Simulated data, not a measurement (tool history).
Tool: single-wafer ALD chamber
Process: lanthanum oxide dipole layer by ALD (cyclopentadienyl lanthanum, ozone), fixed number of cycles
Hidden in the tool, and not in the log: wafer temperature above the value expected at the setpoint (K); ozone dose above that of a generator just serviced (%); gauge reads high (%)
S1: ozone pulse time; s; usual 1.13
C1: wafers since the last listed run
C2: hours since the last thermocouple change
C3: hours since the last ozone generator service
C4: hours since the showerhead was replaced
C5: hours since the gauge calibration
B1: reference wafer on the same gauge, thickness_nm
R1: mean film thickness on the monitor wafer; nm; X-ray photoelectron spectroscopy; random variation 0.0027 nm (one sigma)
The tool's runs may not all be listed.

Run 1, hour 0.0: usual settings but S1 0.95 s; C1 0; C2 934.8; C3 247.7; C4 5389.6; C5 3956.4; B1 0.485. Result: R1 0.531 nm.
Run 2, hour 106.9: usual settings but S1 0.95 s; C1 1938; C2 1041.7; C3 354.6; C4 5496.5; C5 4063.3; B1 0.485. Result: R1 0.522 nm.
At hour 205.1: gauge calibrated.
Run 3, hour 205.5: usual settings but S1 0.95 s; C1 1788; C2 1140.3; C3 453.2; C4 5595.1; C5 0.4; B1 0.486. Result: R1 0.521 nm.
Run 4, hour 304.0: usual settings; C1 1786; C2 1238.8; C3 551.7; C4 5693.6; C5 98.9; B1 0.486. Result: R1 0.555 nm.
Run 5, hour 403.1: usual settings but S1 1.36 s; C1 1797; C2 1337.9; C3 650.8; C4 5792.7; C5 198.0; B1 0.485. Result: R1 0.590 nm.
Run 6, hour 444.4: usual settings but S1 1.36 s; C1 748; C2 1379.2; C3 692.1; C4 5834.0; C5 239.3; B1 0.485. Result: R1 0.591 nm.
Run 7, hour 498.8: usual settings but S1 1.36 s; C1 986; C2 1433.6; C3 746.5; C4 5888.4; C5 293.7; B1 0.485. Result: R1 0.587 nm.
Run 8, hour 538.7: usual settings; C1 723; C2 1473.5; C3 786.4; C4 5928.3; C5 333.6; B1 0.484. Result: R1 0.555 nm.
At hour 613.0: thermocouple changed; heater temperature recalibrated.
Run 9, hour 616.3: usual settings; C1 1262; C2 3.3; C3 864.0; C4 6005.9; C5 411.2; B1 0.485. Result: R1 0.550 nm.
At hour 663.1: ozone generator serviced.
Run 10, hour 691.2: usual settings; C1 1213; C2 78.2; C3 28.1; C4 6080.8; C5 486.1; B1 0.485. Result: R1 0.579 nm.
Run 11, hour 746.3: usual settings but S1 0.84 s; C1 999; C2 133.3; C3 83.2; C4 6135.9; C5 541.2; B1 0.485. Result: R1 0.508 nm.
Run 12, hour 808.4: usual settings but S1 0.96 s; C1 1126; C2 195.4; C3 145.3; C4 6198.0; C5 603.3; B1 0.484. Result: R1 0.534 nm.
Run 13, hour 898.7: usual settings but S1 0.83 s; C1 1637; C2 285.7; C3 235.6; C4 6288.3; C5 693.6; B1 0.485. Result: R1 0.496 nm.
At hour 910.8: showerhead replaced, of another model than before.
Run 14, hour 936.2: usual settings; C1 534; C2 323.2; C3 273.1; C4 25.4; C5 731.1; B1 0.485. Result: R1 0.573 nm.
Run 15, hour 1021.6: usual settings; C1 1548; C2 408.6; C3 358.5; C4 110.8; C5 816.5; B1 0.485. Result: R1 0.572 nm.
Run 16, hour 1074.1: usual settings; C1 952; C2 461.1; C3 411.0; C4 163.3; C5 869.0; B1 0.485. Result: R1 0.571 nm.
Run 17, hour 1216.3: usual settings but S1 1.27 s; C1 2578; C2 603.3; C3 553.2; C4 305.5; C5 1011.2; B1 0.485. Result: R1 0.580 nm.
Run 18, hour 1309.4: usual settings but S1 1.42 s; C1 1688; C2 696.4; C3 646.3; C4 398.6; C5 1104.3; B1 0.485. Result: R1 0.589 nm.
Run 19, hour 1382.6: usual settings but S1 0.92 s; C1 1327; C2 769.6; C3 719.5; C4 471.8; C5 1177.5; B1 0.485. Result: R1 0.544 nm.
At hour 1520.3: ozone generator serviced.
Run 20, hour 1520.8: usual settings but S1 1.02 s; C1 2361; C2 907.8; C3 0.5; C4 610.0; C5 1315.7; B1 0.485. Result: R1 0.573 nm.
Run 21, hour 1613.9: usual settings; C1 1688; C2 1000.9; C3 93.6; C4 703.1; C5 1408.8; B1 0.485. Result: R1 0.577 nm.
Run 22, hour 1696.6: usual settings; C1 1499; C2 1083.6; C3 176.3; C4 785.8; C5 1491.5; B1 0.485. Result: R1 0.576 nm.
Run 23, hour 1758.5: usual settings but S1 0.92 s; C1 1122; C2 1145.5; C3 238.2; C4 847.7; C5 1553.4; B1 0.485. Result: R1 0.555 nm.
Run 24, hour 1856.2: usual settings; C1 1771; C2 1243.2; C3 335.9; C4 945.4; C5 1651.1; B1 0.485. Result: R1 0.572 nm.
Run 25, hour 1926.3: usual settings but S1 1.57 s; C1 1271; C2 1313.3; C3 406.0; C4 1015.5; C5 1721.2; B1 0.485. Result: R1 0.603 nm.
Run 26, hour 2012.9: usual settings but S1 1.29 s; C1 1570; C2 1399.9; C3 492.6; C4 1102.1; C5 1807.8; B1 0.485. Result: R1 0.581 nm.
Run 27, hour 2182.1: usual settings but S1 1.31 s; C1 3068; C2 1569.1; C3 661.8; C4 1271.3; C5 1977.0; B1 0.485. Result: R1 0.580 nm.
At hour 2190.6: thermocouple changed; heater temperature recalibrated.
Run 28, hour 2280.1: usual settings; C1 1632; C2 89.5; C3 759.8; C4 1369.3; C5 2075.0; B1 0.486. Result: R1 0.564 nm.
Run 29, hour 2350.6: usual settings but S1 1.30 s; C1 1278; C2 160.0; C3 830.3; C4 1439.8; C5 2145.5; B1 0.485. Result: R1 0.579 nm.
Run 30, hour 2405.5: usual settings but S1 1.46 s; C1 995; C2 214.9; C3 885.2; C4 1494.7; C5 2200.4; B1 0.485. Result: R1 0.592 nm.
Run 31, hour 2459.8: usual settings but S1 1.29 s; C1 984; C2 269.2; C3 939.5; C4 1549.0; C5 2254.7; B1 0.485. Result: R1 0.575 nm.
Run 32, hour 2558.6: usual settings but S1 0.70 s; C1 1791; C2 368.0; C3 1038.3; C4 1647.8; C5 2353.5; B1 0.485. Result: R1 0.510 nm.
At hour 2579.4: ozone generator serviced.
Run 33, hour 2640.4: usual settings but S1 0.88 s; C1 1338; C2 449.8; C3 61.0; C4 1729.6; C5 2435.3; B1 0.485. Result: R1 0.556 nm.

5 ways to go on from here, each from the tool as it stands after run 33. What would each give?
Run A, hour 2640.8: usual settings; C1 7; C2 450.2; C3 61.4; C4 1730.0; C5 2435.7; B1 ?. Result: R1 ?.
Run B, hour 2640.8: usual settings but S1 0.72 s; C1 7; C2 450.2; C3 61.4; C4 1730.0; C5 2435.7; B1 ?. Result: R1 ?.
Run C, hour 2640.8: usual settings but S1 0.87 s; C1 7; C2 450.2; C3 61.4; C4 1730.0; C5 2435.7; B1 ?. Result: R1 ?.
Run D, hour 2640.8: usual settings but S1 1.50 s; C1 7; C2 450.2; C3 61.4; C4 1730.0; C5 2435.7; B1 ?. Result: R1 ?.
Run E, hour 2640.8: usual settings but S1 1.28 s; C1 7; C2 450.2; C3 61.4; C4 1730.0; C5 2435.7; B1 ?. Result: R1 ?.

run     B1     R1
  A  0.484  0.581
  B  0.484  0.536
  C  0.484  0.555
  D  0.484  0.607
  E  0.484  0.593
Without the tool's hidden state the same runs would have given:
run     R1
  A  0.585
  B  0.540
  C  0.559
  D  0.609
  E  0.596

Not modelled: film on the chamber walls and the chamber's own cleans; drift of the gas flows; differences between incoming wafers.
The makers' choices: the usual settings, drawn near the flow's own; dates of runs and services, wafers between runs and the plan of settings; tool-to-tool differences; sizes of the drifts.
